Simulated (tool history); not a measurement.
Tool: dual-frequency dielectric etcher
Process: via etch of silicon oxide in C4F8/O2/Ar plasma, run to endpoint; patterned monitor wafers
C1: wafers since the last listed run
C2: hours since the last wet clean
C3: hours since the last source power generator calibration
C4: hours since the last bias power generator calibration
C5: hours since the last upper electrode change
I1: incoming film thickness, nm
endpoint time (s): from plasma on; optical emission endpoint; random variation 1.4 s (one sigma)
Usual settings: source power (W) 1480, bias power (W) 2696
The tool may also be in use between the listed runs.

run 1 hour=0.0 | source_power_(W)=1480 bias_power_(W)=2696 | C1=0 C2=15.2 C3=1883.6 C4=326.3 C5=2069.9 | I1=1790.7 | endpoint_time_(s)=391.9
run 2 hour=116.1 | source_power_(W)=1480 bias_power_(W)=2696 | C1=464 C2=131.3 C3=1999.7 C4=442.4 C5=2186.0 | I1=1787.6 | endpoint_time_(s)=388.2
run 3 hour=217.7 | source_power_(W)=1480 bias_power_(W)=2696 | C1=406 C2=232.9 C3=2101.3 C4=544.0 C5=2287.6 | I1=1798.5 | endpoint_time_(s)=385.3
run 4 hour=290.3 | source_power_(W)=1290 bias_power_(W)=3020 | C1=290 C2=305.5 C3=2173.9 C4=616.6 C5=2360.2 | I1=1796.4 | endpoint_time_(s)=389.1
run 5 hour=396.7 | source_power_(W)=1480 bias_power_(W)=2696 | C1=425 C2=411.9 C3=2280.3 C4=723.0 C5=2466.6 | I1=1803.1 | endpoint_time_(s)=385.3
run 6 hour=603.3 | source_power_(W)=1480 bias_power_(W)=2696 | C1=825 C2=618.5 C3=2486.9 C4=929.6 C5=2673.2 | I1=1788.6 | endpoint_time_(s)=379.4
-- hour=650.9 wet clean of the chamber
run 7 hour=681.6 | source_power_(W)=1480 bias_power_(W)=2696 | C1=217 C2=30.7 C3=2565.2 C4=1007.9 C5=2751.5 | I1=1783.3 | endpoint_time_(s)=387.6
run 8 hour=770.4 | source_power_(W)=1480 bias_power_(W)=2696 | C1=355 C2=119.5 C3=2654.0 C4=1096.7 C5=2840.3 | I1=1789.8 | endpoint_time_(s)=386.2
run 9 hour=821.9 | source_power_(W)=1770 bias_power_(W)=2696 | C1=205 C2=171.0 C3=2705.5 C4=1148.2 C5=2891.8 | I1=1793.1 | endpoint_time_(s)=359.3
run 10 hour=940.1 | source_power_(W)=1770 bias_power_(W)=2696 | C1=472 C2=289.2 C3=2823.7 C4=1266.4 C5=3010.0 | I1=1813.2 | endpoint_time_(s)=361.2
run 11 hour=1004.5 | source_power_(W)=1170 bias_power_(W)=3296 | C1=257 C2=353.6 C3=2888.1 C4=1330.8 C5=3074.4 | I1=1799.4 | endpoint_time_(s)=385.5
run 12 hour=1069.8 | source_power_(W)=1310 bias_power_(W)=2298 | C1=261 C2=418.9 C3=2953.4 C4=1396.1 C5=3139.7 | I1=1793.0 | endpoint_time_(s)=431.6
run 13 hour=1130.5 | source_power_(W)=1480 bias_power_(W)=3365 | C1=242 C2=479.6 C3=3014.1 C4=1456.8 C5=3200.4 | I1=1796.4 | endpoint_time_(s)=344.0
run 14 hour=1230.7 | source_power_(W)=1480 bias_power_(W)=2696 | C1=400 C2=579.8 C3=3114.3 C4=1557.0 C5=3300.6 | I1=1798.9 | endpoint_time_(s)=381.5
-- hour=1313.5 wet clean of the chamber
run 15 hour=1337.2 | source_power_(W)=1480 bias_power_(W)=2989 | C1=329 C2=23.7 C3=3220.8 C4=1663.5 C5=3407.1 | I1=1796.7 | endpoint_time_(s)=371.2
run 16 hour=1440.0 | source_power_(W)=1240 bias_power_(W)=2696 | C1=410 C2=126.5 C3=3323.6 C4=1766.3 C5=3509.9 | I1=1807.6 | endpoint_time_(s)=419.7
run 17 hour=1487.3 | source_power_(W)=1480 bias_power_(W)=2696 | C1=189 C2=173.8 C3=3370.9 C4=1813.6 C5=3557.2 | I1=1778.7 | endpoint_time_(s)=383.6
run 18 hour=1568.4 | source_power_(W)=1590 bias_power_(W)=2696 | C1=324 C2=254.9 C3=3452.0 C4=1894.7 C5=3638.3 | I1=1791.8 | endpoint_time_(s)=373.3
-- hour=1583.0 source power generator calibrated
-- hour=1608.9 upper electrode replaced
run 19 hour=1660.1 | source_power_(W)=1480 bias_power_(W)=3252 | C1=254 C2=346.6 C3=77.1 C4=1986.4 C5=51.2 | I1=1809.2 | endpoint_time_(s)=356.1
run 20 hour=1749.5 | source_power_(W)=1480 bias_power_(W)=2696 | C1=357 C2=436.0 C3=166.5 C4=2075.8 C5=140.6 | I1=1809.3 | endpoint_time_(s)=383.5
run 21 hour=1813.6 | source_power_(W)=1820 bias_power_(W)=2940 | C1=256 C2=500.1 C3=230.6 C4=2139.9 C5=204.7 | I1=1782.4 | endpoint_time_(s)=333.8
-- hour=1873.9 bias power generator calibrated
run 22 hour=1885.2 | source_power_(W)=1190 bias_power_(W)=2190 | C1=270 C2=571.7 C3=302.2 C4=11.3 C5=276.3 | I1=1785.4 | endpoint_time_(s)=456.3
run 23 hour=1930.5 | source_power_(W)=1720 bias_power_(W)=2314 | C1=181 C2=617.0 C3=347.5 C4=56.6 C5=321.6 | I1=1795.7 | endpoint_time_(s)=377.7
run 24 hour=2026.9 | source_power_(W)=1480 bias_power_(W)=2888 | C1=385 C2=713.4 C3=443.9 C4=153.0 C5=418.0 | I1=1801.4 | endpoint_time_(s)=366.6
-- hour=2059.1 wet clean of the chamber
run 25 hour=2106.3 | source_power_(W)=1290 bias_power_(W)=3225 | C1=221 C2=47.2 C3=523.3 C4=232.4 C5=497.4 | I1=1786.1 | endpoint_time_(s)=378.0
run 26 hour=2176.3 | source_power_(W)=1480 bias_power_(W)=2696 | C1=279 C2=117.2 C3=593.3 C4=302.4 C5=567.4 | I1=1788.5 | endpoint_time_(s)=383.5
run 27 hour=2274.3 | source_power_(W)=1600 bias_power_(W)=2384 | C1=391 C2=215.2 C3=691.3 C4=400.4 C5=665.4 | I1=1802.4 | endpoint_time_(s)=395.3
run 28 hour=2357.7 | source_power_(W)=1580 bias_power_(W)=3068 | C1=333 C2=298.6 C3=774.7 C4=483.8 C5=748.8 | I1=1799.3 | endpoint_time_(s)=352.7
run 29 hour=2421.0 | source_power_(W)=1480 bias_power_(W)=2696 | C1=253 C2=361.9 C3=838.0 C4=547.1 C5=812.1 | I1=1801.0 | endpoint_time_(s)=385.4
run 30 hour=2510.8 | source_power_(W)=1670 bias_power_(W)=3303 | C1=359 C2=451.7 C3=927.8 C4=636.9 C5=901.9 | I1=1791.7 | endpoint_time_(s)=327.5
run 31 hour=2551.4 | source_power_(W)=1370 bias_power_(W)=3261 | C1=162 C2=492.3 C3=968.4 C4=677.5 C5=942.5 | I1=1804.7 | endpoint_time_(s)=365.2
run 32 hour=2602.7 | source_power_(W)=1380 bias_power_(W)=2421 | C1=205 C2=543.6 C3=1019.7 C4=728.8 C5=993.8 | I1=1808.8 | endpoint_time_(s)=415.1
run 33 hour=2680.3 | source_power_(W)=1480 bias_power_(W)=2696 | C1=310 C2=621.2 C3=1097.3 C4=806.4 C5=1071.4 | I1=1798.7 | endpoint_time_(s)=376.6
run 34 hour=2778.4 | source_power_(W)=1330 bias_power_(W)=2179 | C1=392 C2=719.3 C3=1195.4 C4=904.5 C5=1169.5 | I1=1788.9 | endpoint_time_(s)=433.5

Some steps in endpoint time (s) between neighbouring runs. How much of each would the tool show without its hidden state too (settings, what came in, random variation), and how much is left for the hidden state, with any gauge scatter that isn't in both results?
The hidden state here: etch rate over this chamber's usual, %; source power that arrives over what is set, %; bias power that arrives over what is set, %.
Run 6 -> 7: wet clean of the chamber. endpoint time (s) +8.2: hidden state +9.8, all else -1.6.
Run 12 -> 13: source power (W) 1310 -> 1480, bias power (W) 2298 -> 3365. endpoint time (s) -87.6: hidden state +0.8, all else -88.4.
Run 14 -> 15: bias power (W) 2696 -> 2989, wet clean of the chamber. endpoint time (s) -10.3: hidden state +9.7, all else -20.0.
Run 21 -> 22: source power (W) 1820 -> 1190, bias power (W) 2940 -> 2190, bias power generator calibrated. endpoint time (s) +122.5: hidden state -4.9, all else +127.4.
Run 22 -> 23: source power (W) 1190 -> 1720, bias power (W) 2190 -> 2314. endpoint time (s) -78.6: hidden state +1.5, all else -80.1.
Run 24 -> 25: source power (W) 1480 -> 1290, bias power (W) 2888 -> 3225, wet clean of the chamber. endpoint time (s) +11.4: hidden state +12.0, all else -0.6.
